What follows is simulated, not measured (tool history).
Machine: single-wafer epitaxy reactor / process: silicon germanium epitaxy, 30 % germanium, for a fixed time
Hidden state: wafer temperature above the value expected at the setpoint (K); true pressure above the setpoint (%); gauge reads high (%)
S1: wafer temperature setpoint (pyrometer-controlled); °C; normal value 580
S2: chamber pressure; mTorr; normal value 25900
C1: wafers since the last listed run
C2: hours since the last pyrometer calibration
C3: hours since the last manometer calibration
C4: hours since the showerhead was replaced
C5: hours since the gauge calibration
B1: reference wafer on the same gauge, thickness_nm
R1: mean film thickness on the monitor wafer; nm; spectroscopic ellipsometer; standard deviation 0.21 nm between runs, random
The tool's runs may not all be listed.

| run | hour | S1 | S2 | C1 | C2 | C3 | C4 | C5 | B1 | R1 |
|---|---|---|---|---|---|---|---|---|---|---|
| 1 | 0 | 580 | 25900 | 0 | 1679.9 | 1891.1 | 5311.5 | 244.4 | 41.174 | 50.334 |
| 2 | 7.9 | 580 | 25900 | 136 | 1687.8 | 1899 | 5319.4 | 252.3 | 41.103 | 50.73 |
|  | 27.7 | gauge calibrated |
| 3 | 61.4 | 580 | 25900 | 925 | 1741.3 | 1952.5 | 5372.9 | 33.7 | 41.159 | 51.123 |
| 4 | 78.9 | 580 | 25900 | 302 | 1758.8 | 1970 | 5390.4 | 51.2 | 41.111 | 50.941 |
| 5 | 95.2 | 580 | 25900 | 282 | 1775.1 | 1986.3 | 5406.7 | 67.5 | 41.115 | 50.758 |
| 6 | 106.6 | 580 | 25900 | 197 | 1786.5 | 1997.7 | 5418.1 | 78.9 | 41.149 | 51.25 |
| 7 | 119 | 580 | 25900 | 214 | 1798.9 | 2010.1 | 5430.5 | 91.3 | 41.109 | 50.84 |
| 8 | 134.3 | 580 | 25900 | 264 | 1814.2 | 2025.4 | 5445.8 | 106.6 | 41.079 | 51.323 |
|  | 185.7 | capacitance manometer re-zeroed and calibrated |
| 9 | 186.2 | 580 | 25900 | 759 | 1866.1 | 0.5 | 5497.7 | 158.5 | 41.103 | 51.973 |
|  | 202.6 | pyrometer calibrated |
| 10 | 203.1 | 580 | 22400 | 154 | 0.5 | 17.4 | 5514.6 | 175.4 | 41.128 | 42.641 |
| 11 | 212.5 | 580 | 22400 | 162 | 9.9 | 26.8 | 5524 | 184.8 | 41.102 | 42.661 |
| 12 | 230.2 | 580 | 25900 | 306 | 27.6 | 44.5 | 5541.7 | 202.5 | 41.054 | 45.912 |
| 13 | 246.2 | 580 | 25900 | 276 | 43.6 | 60.5 | 5557.7 | 218.5 | 41.114 | 45.91 |

Expected results for the next run?
| 14 | 256.1 | 593 | 25900 | 171 | 53.5 | 70.4 | 5567.6 | 228.4 | ? | ? |

{"run 14": {"B1": 41.116, "R1": 60.816}}
Minus the tool's unlogged condition, the same run would have read R1 60.488 nm.

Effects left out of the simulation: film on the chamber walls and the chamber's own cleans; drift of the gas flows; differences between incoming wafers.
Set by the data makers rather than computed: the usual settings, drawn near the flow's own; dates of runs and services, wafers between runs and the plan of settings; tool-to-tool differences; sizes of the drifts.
